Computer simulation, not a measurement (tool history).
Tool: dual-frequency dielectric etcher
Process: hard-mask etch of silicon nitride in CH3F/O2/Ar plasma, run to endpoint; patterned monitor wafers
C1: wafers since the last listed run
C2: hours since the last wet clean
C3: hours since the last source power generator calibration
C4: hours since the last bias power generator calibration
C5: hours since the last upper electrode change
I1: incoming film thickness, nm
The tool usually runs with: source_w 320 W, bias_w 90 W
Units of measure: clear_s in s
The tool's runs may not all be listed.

{"run": 1, "hour": 0.0, "source_w": 320, "bias_w": 103, "C1": 0, "C2": 159.3, "C3": 4078.4, "C4": 2116.3, "C5": 1854.7, "I1": 41.35, "clear_s": 55.5}
{"run": 2, "hour": 14.6, "source_w": 320, "bias_w": 90, "C1": 189, "C2": 173.9, "C3": 4093, "C4": 2130.9, "C5": 1869.3, "I1": 41.53, "clear_s": 58.7}
{"run": 3, "hour": 27.8, "source_w": 360, "bias_w": 90, "C1": 171, "C2": 187.1, "C3": 4106.2, "C4": 2144.1, "C5": 1882.5, "I1": 41.57, "clear_s": 55.7}
{"run": 4, "hour": 35.4, "source_w": 360, "bias_w": 90, "C1": 98, "C2": 194.7, "C3": 4113.8, "C4": 2151.7, "C5": 1890.1, "I1": 41.72, "clear_s": 55.8}
{"run": 5, "hour": 57.6, "source_w": 360, "bias_w": 90, "C1": 287, "C2": 216.9, "C3": 4136, "C4": 2173.9, "C5": 1912.3, "I1": 41.49, "clear_s": 55.9}
{"run": 6, "hour": 66.8, "source_w": 320, "bias_w": 90, "C1": 119, "C2": 226.1, "C3": 4145.2, "C4": 2183.1, "C5": 1921.5, "I1": 41.8, "clear_s": 59.5}
{"run": 7, "hour": 76.1, "source_w": 320, "bias_w": 90, "C1": 120, "C2": 235.4, "C3": 4154.5, "C4": 2192.4, "C5": 1930.8, "I1": 41.63, "clear_s": 59.3}
{"run": 8, "hour": 90.3, "source_w": 320, "bias_w": 90, "C1": 184, "C2": 249.6, "C3": 4168.7, "C4": 2206.6, "C5": 1945, "I1": 41.29, "clear_s": 59.4}
{"run": 9, "hour": 102.0, "source_w": 320, "bias_w": 90, "C1": 151, "C2": 261.3, "C3": 4180.4, "C4": 2218.3, "C5": 1956.7, "I1": 41.62, "clear_s": 59.6}
{"hour": 131.6, "done": "upper electrode replaced"}
{"run": 10, "hour": 132.1, "source_w": 320, "bias_w": 90, "C1": 79, "C2": 291.4, "C3": 4210.5, "C4": 2248.4, "C5": 0.5, "I1": 41.7, "clear_s": 60.2}
{"run": 11, "hour": 132.4, "source_w": 320, "bias_w": 84, "C1": 3, "C2": 291.7, "C3": 4210.8, "C4": 2248.7, "C5": 0.8, "I1": 41.31, "clear_s": 61.4}
{"run": 12, "hour": 132.7, "source_w": 320, "bias_w": 90, "C1": 3, "C2": 292, "C3": 4211.1, "C4": 2249, "C5": 1.1, "I1": 41.14, "clear_s": 59.1}
{"hour": 137.1, "done": "source power generator calibrated"}
{"run": 13, "hour": 145.8, "source_w": 270, "bias_w": 82, "C1": 118, "C2": 305.1, "C3": 8.7, "C4": 2262.1, "C5": 14.2, "I1": 41.26, "clear_s": 68.1}
{"hour": 177.0, "done": "wet clean of the chamber"}
{"run": 14, "hour": 177.5, "source_w": 270, "bias_w": 110, "C1": 99, "C2": 0.5, "C3": 40.4, "C4": 2293.8, "C5": 45.9, "I1": 41.33, "clear_s": 58}
{"run": 15, "hour": 177.8, "source_w": 320, "bias_w": 90, "C1": 3, "C2": 0.8, "C3": 40.7, "C4": 2294.1, "C5": 46.2, "I1": 41.84, "clear_s": 58}
{"run": 16, "hour": 178.1, "source_w": 390, "bias_w": 82, "C1": 3, "C2": 1.1, "C3": 41, "C4": 2294.4, "C5": 46.5, "I1": 41.33, "clear_s": 53.5}
{"run": 17, "hour": 183.6, "source_w": 350, "bias_w": 90, "C1": 71, "C2": 6.6, "C3": 46.5, "C4": 2299.9, "C5": 52, "I1": 41.8, "clear_s": 55.7}
{"run": 18, "hour": 198.0, "source_w": 320, "bias_w": 90, "C1": 186, "C2": 21, "C3": 60.9, "C4": 2314.3, "C5": 66.4, "I1": 41.59, "clear_s": 58}
{"run": 19, "hour": 207.0, "source_w": 350, "bias_w": 99, "C1": 116, "C2": 30, "C3": 69.9, "C4": 2323.3, "C5": 75.4, "I1": 41.64, "clear_s": 53.7}
{"hour": 211.5, "done": "bias power generator calibrated"}
{"run": 20, "hour": 219.2, "source_w": 280, "bias_w": 69, "C1": 106, "C2": 42.2, "C3": 82.1, "C4": 7.7, "C5": 87.6, "I1": 41.28, "clear_s": 68.6}
{"run": 21, "hour": 230.8, "source_w": 320, "bias_w": 72, "C1": 150, "C2": 53.8, "C3": 93.7, "C4": 19.3, "C5": 99.2, "I1": 41.55, "clear_s": 63.1}
{"run": 22, "hour": 242.4, "source_w": 320, "bias_w": 90, "C1": 150, "C2": 65.4, "C3": 105.3, "C4": 30.9, "C5": 110.8, "I1": 41.62, "clear_s": 58.1}
{"run": 23, "hour": 250.8, "source_w": 350, "bias_w": 90, "C1": 108, "C2": 73.8, "C3": 113.7, "C4": 39.3, "C5": 119.2, "I1": 41.87, "clear_s": 56}
{"run": 24, "hour": 285.9, "source_w": 320, "bias_w": 90, "C1": 455, "C2": 108.9, "C3": 148.8, "C4": 74.4, "C5": 154.3, "I1": 41.62, "clear_s": 58.8}

Below are 3 alternative next runs, each starting from the tool's condition after run 24. Predict each:
{"run": "A", "hour": 286.3, "source_w": 380, "bias_w": 90, "C1": 5, "C2": 109.3, "C3": 149.2, "C4": 74.8, "C5": 154.7, "I1": 41.63, "clear_s": "?"}
{"run": "B", "hour": 286.3, "source_w": 340, "bias_w": 75, "C1": 5, "C2": 109.3, "C3": 149.2, "C4": 74.8, "C5": 154.7, "I1": 41.63, "clear_s": "?"}
{"run": "C", "hour": 286.3, "source_w": 360, "bias_w": 80, "C1": 5, "C2": 109.3, "C3": 149.2, "C4": 74.8, "C5": 154.7, "I1": 41.63, "clear_s": "?"}

run=A clear_s=54.2
run=B clear_s=61.4
run=C clear_s=58.2
Take away the tool's hidden state, keep each run's random variation, and the runs would have read:
run=A clear_s=53.2
run=B clear_s=60.3
run=C clear_s=57.2

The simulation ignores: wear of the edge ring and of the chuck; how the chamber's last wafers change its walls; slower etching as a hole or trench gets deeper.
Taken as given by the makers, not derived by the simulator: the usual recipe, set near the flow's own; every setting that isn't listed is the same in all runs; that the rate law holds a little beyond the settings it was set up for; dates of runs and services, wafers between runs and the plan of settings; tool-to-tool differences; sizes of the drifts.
